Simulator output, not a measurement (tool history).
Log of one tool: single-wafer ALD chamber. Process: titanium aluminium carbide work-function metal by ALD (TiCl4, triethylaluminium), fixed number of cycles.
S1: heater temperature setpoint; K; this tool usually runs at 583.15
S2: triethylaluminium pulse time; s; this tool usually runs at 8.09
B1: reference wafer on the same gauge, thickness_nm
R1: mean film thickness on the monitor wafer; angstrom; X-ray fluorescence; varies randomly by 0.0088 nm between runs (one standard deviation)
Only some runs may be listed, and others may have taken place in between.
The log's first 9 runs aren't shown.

At hour 317.8: showerhead replaced.
Run 10, hour 318.5: usual settings but S1 575.15 K, S2 5.59 s; B1 1.938. Result: R1 16.98 angstrom.
At hour 339.9: gauge calibrated.
Run 11, hour 350.3: usual settings but S1 575.15 K, S2 5.59 s; B1 1.938. Result: R1 17.15 angstrom.
Run 12, hour 378.0: usual settings; B1 1.938. Result: R1 19.53 angstrom.
At hour 410.0: triethylaluminium bottle replaced.
Run 13, hour 410.5: usual settings; B1 1.942. Result: R1 19.45 angstrom.
Run 14, hour 428.4: usual settings; B1 1.940. Result: R1 19.52 angstrom.
Run 15, hour 501.8: usual settings; B1 1.937. Result: R1 19.54 angstrom.
Run 16, hour 527.1: usual settings; B1 1.939. Result: R1 19.62 angstrom.
Run 17, hour 542.3: usual settings; B1 1.941. Result: R1 19.46 angstrom.
Run 18, hour 555.3: usual settings but S1 593.15 K, S2 9.95 s; B1 1.938. Result: R1 21.09 angstrom.
At hour 595.2: thermocouple changed; heater temperature recalibrated.
Run 19, hour 629.8: usual settings; B1 1.938. Result: R1 19.76 angstrom.
Run 20, hour 658.7: usual settings; B1 1.939. Result: R1 19.98 angstrom.
Run 21, hour 686.8: usual settings but S1 578.15 K, S2 10.59 s; B1 1.937. Result: R1 20.19 angstrom.
Run 22, hour 702.0: usual settings; B1 1.941. Result: R1 19.81 angstrom.
Run 23, hour 732.7: usual settings but S1 593.15 K, S2 7.16 s; B1 1.939. Result: R1 20.16 angstrom.
Run 24, hour 752.0: usual settings; B1 1.941. Result: R1 19.72 angstrom.
At hour 764.7: gauge calibrated.
Run 25, hour 785.4: usual settings but S1 594.15 K, S2 5.13 s; B1 1.943. Result: R1 18.24 angstrom.
Run 26, hour 807.6: usual settings but S1 569.15 K, S2 5.85 s; B1 1.940. Result: R1 17.10 angstrom.
Run 27, hour 832.4: usual settings but S1 577.15 K, S2 9.97 s; B1 1.942. Result: R1 19.83 angstrom.
Run 28, hour 854.8: usual settings but S1 574.15 K, S2 10.42 s; B1 1.941. Result: R1 19.75 angstrom.
Run 29, hour 882.6: usual settings but S2 5.68 s; B1 1.938. Result: R1 17.77 angstrom.
Run 30, hour 910.5: usual settings; B1 1.938. Result: R1 19.67 angstrom.
Run 31, hour 941.8: usual settings; B1 1.939. Result: R1 19.61 angstrom.
Run 32, hour 966.9: usual settings but S1 597.15 K, S2 4.94 s; B1 1.940. Result: R1 18.00 angstrom.

Below are 3 alternative next runs, each starting from the tool's condition after run 32. Predict each:
Run A, hour 967.3: usual settings; B1 ?. Result: R1 ?.
Run B, hour 967.3: usual settings but S1 589.15 K, S2 9.60 s; B1 ?. Result: R1 ?.
Run C, hour 967.3: usual settings but S1 569.15 K, S2 5.81 s; B1 ?. Result: R1 ?.

run     B1     R1
  A  1.940  19.57
  B  1.940  20.65
  C  1.940  16.85
What these runs would have given with no unlogged condition in the tool:
run     R1
  A  19.90
  B  20.99
  C  17.16
